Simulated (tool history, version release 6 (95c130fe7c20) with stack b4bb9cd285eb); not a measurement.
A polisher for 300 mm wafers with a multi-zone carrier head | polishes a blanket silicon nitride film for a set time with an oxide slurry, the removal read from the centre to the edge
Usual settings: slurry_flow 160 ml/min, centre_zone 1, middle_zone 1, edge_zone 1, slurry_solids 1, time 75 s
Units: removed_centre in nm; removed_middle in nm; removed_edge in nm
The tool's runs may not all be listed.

run   hour  slurry_flow  centre_zone  middle_zone  edge_zone  slurry_solids  time  wafers since the last listed run  wafers polished on this pad  hours since the slurry nozzle was cleaned  hours since the centre zone pressure was calibrated  hours since the edge zone pressure was calibrated  hours since the carrier head's membrane was replaced  incoming thickness of the incoming film, nm  removed_centre  removed_middle  removed_edge
  1      0          160            1            1          1              1    75                                 0                         1121                                      154.8                                                  949                                              647.2                                                1243.5                                        397.6            45.6            47.4          46.2
        68  -- worn pad replaced by a new one
  2   86.2          160            1            1          1              1    75                              1008                          223                                        241                                               1035.2                                              733.4                                                1329.7                                          403            45.9            47.2          44.1
  3    118          160            1            1          1              1    75                               390                          613                                      272.8                                                 1067                                              765.2                                                1361.5                                        398.8            45.8            46.6          46.1
     140.8  -- slurry nozzle cleaned
  4  163.6          160            1            1          1              1    75                               547                         1160                                       22.8                                               1112.6                                              810.8                                                1407.1                                        394.4            45.9            47.6          45.3
  5  219.2          160            1            1          1              1    75                               681                         1842                                       78.4                                               1168.2                                              866.4                                                1462.7                                        399.8            45.2            47.7          45.5
     252.2  -- worn pad replaced by a new one
  6  257.8          160            1            1          1              1    75                               424                           68                                        117                                               1206.8                                                905                                                1501.3                                        393.1            45.8            47.2          44.5
  7  294.8          160            1            1          1            1.1    75                               453                          521                                        154                                               1243.8                                                942                                                1538.3                                        403.5            46.4            48.8            45
  8  359.4          160            1            1          1              1    75                               792                         1314                                      218.6                                               1308.4                                             1006.6                                                1602.9                                        406.6            45.4            47.6          45.5
  9  395.3          160            1            1          1              1    75                               440                         1754                                      254.5                                               1344.3                                             1042.5                                                1638.8                                        400.2            45.3            47.1          45.8
     402.9  -- centre zone pressure recalibrated
     406.7  -- carrier head's membrane replaced by a new one
       442  -- worn pad replaced by a new one
 10  448.8          160            1            1          1              1    75                               536                           83                                        308                                                 45.9                                               1096                                                  42.1                                        399.8              46            47.3          44.7
 11  484.5          200         0.93         0.88          1           0.85    75                               437                          521                                      343.7                                                 81.6                                             1131.7                                                  77.8                                        402.4            42.6            42.3          44.8
     517.5  -- edge zone pressure recalibrated
     527.4  -- slurry nozzle cleaned
 12  579.1          160            1         0.96          1              1    75                              1123                         1644                                       51.7                                                176.2                                               61.6                                                 172.4                                        399.5              46            45.5          45.9
     603.3  -- worn pad replaced by a new one
 13  611.9          130            1            1       0.94              1    75                               353                          104                                       84.5                                                  209                                               94.4                                                 205.2                                        393.6            43.1            45.4          43.1
 14  675.4          110            1            1          1              1    75                               778                          883                                        148                                                272.5                                              157.9                                                 268.7                                        401.6            41.2            43.1          41.6
 15  699.9          160            1            1          1              1    75                               300                         1184                                      172.5                                                  297                                              182.4                                                 293.2                                        403.5            45.5            47.4          45.6
 16  751.5          190         1.04            1          1              1    75                               632                         1817                                      224.1                                                348.6                                                234                                                 344.8                                        408.1            49.3            48.7            47
     780.4  -- worn pad replaced by a new one
 17  814.9          160            1         0.89       1.04           1.15    53                               728                          423                                      287.5                                                  412                                              297.4                                                 408.2                                        399.6            33.7            31.6          33.4
     840.8  -- slurry nozzle cleaned
 18    852          160            1            1          1              1    75                               442                          866                                       11.2                                                449.1                                              334.5                                                 445.3                                        399.3            45.6            47.2            46
 19  923.5          160            1         0.92          1            0.9    75                               876                         1743                                       82.7                                                520.6                                                406                                                 516.8                                        399.4            44.1              43          44.5

5 ways to go on from here, each from the tool as it stands after run 19. What would each give?
  A  923.9          160            1         0.94          1              1    75                                 4                         1748                                       83.1                                                  521                                              406.4                                                 517.2                                        401.4               ?               ?             ?
  B  923.9          175            1            1          1              1    75                                 4                         1748                                       83.1                                                  521                                              406.4                                                 517.2                                        401.4               ?               ?             ?
  C  923.9          140            1            1          1            0.8    99                                 4                         1748                                       83.1                                                  521                                              406.4                                                 517.2                                        401.4               ?               ?             ?
  D  923.9          160         1.09            1          1              1    50                                 4                         1748                                       83.1                                                  521                                              406.4                                                 517.2                                        401.4               ?               ?             ?
  E  923.9          160            1            1          1              1   101                                 4                         1748                                       83.1                                                  521                                              406.4                                                 517.2                                        401.4               ?               ?             ?

run  removed_centre  removed_middle  removed_edge
  A            45.1            44.1          45.3
  B              46            47.3          45.8
  C            54.3            56.1            55
  D            32.8              31          30.2
  E            60.8            62.6          60.9
Without the tool's hidden state the same runs would have given:
run  removed_centre  removed_middle  removed_edge
  A            45.1            44.1          45.3
  B              46            47.3          45.8
  C            54.3            56.1            55
  D            32.8              31          30.2
  E            60.8            62.6          60.9
